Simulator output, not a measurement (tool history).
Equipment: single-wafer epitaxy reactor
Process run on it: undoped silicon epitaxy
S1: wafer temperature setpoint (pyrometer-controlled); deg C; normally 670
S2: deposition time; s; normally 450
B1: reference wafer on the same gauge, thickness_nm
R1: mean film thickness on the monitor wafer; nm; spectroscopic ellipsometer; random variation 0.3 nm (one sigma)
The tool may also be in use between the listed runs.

run,hour,S1,S2,B1,R1
1,0.0,670,450,134.002,108.480
2,10.8,670,469,134.006,113.612
3,18.2,670,469,133.965,113.095
4,33.9,670,469,134.023,113.414
5,51.0,670,450,134.013,108.018
6,63.7,681,450,133.977,132.741
7,72.5,670,450,134.063,107.859
8,87.8,670,450,134.025,107.917
9,101.7,670,450,134.010,107.675
10,114.2,670,450,133.932,107.623
11,125.9,670,450,134.021,107.518
12,138.2,680,498,133.982,143.604
13,148.2,680,498,133.959,142.988
# hour 158.1: pyrometer calibrated
14,160.8,670,450,134.037,119.026
15,177.9,670,450,133.985,119.444
16,185.5,670,450,134.006,119.389
17,198.7,670,450,133.972,119.817
18,211.6,670,450,134.001,119.382
19,220.7,670,450,133.990,119.736
20,229.9,663,400,134.025,93.327
# hour 231.4: gauge calibrated
21,246.0,670,450,133.990,119.649
22,254.7,666,393,134.000,96.468
23,267.1,666,450,134.025,110.829
24,275.7,670,450,133.967,119.757
25,301.8,670,525,133.951,139.638
26,316.7,683,416,133.937,140.593
27,332.0,656,509,133.949,103.792
28,343.0,682,504,134.031,166.954
29,353.6,655,505,134.027,101.039
30,361.4,682,450,133.967,148.861
31,371.5,670,533,133.957,141.172
32,385.9,676,425,133.949,126.149
33,398.4,666,417,133.984,102.585
34,413.4,665,532,134.041,129.121
35,425.0,685,387,133.960,134.241
36,433.4,677,450,134.024,135.912
37,453.6,681,522,133.998,169.324
38,463.4,670,450,133.963,119.260
39,480.7,658,485,134.042,102.376
40,496.4,670,450,133.939,118.693

Forecast each of these 5 alternatives for the next run:
A,496.9,670,450,?,?
B,496.9,670,523,?,?
C,496.9,676,420,?,?
D,496.9,670,399,?,?
E,496.9,683,369,?,?

run,B1,R1
A,134.018,119.285
B,134.018,138.636
C,134.018,124.381
D,134.018,105.766
E,134.018,124.166
Stripped of hidden state, with their random variation kept, the same runs would have yielded:
run,R1
A,120.440
B,139.978
C,125.572
D,106.790
E,125.339
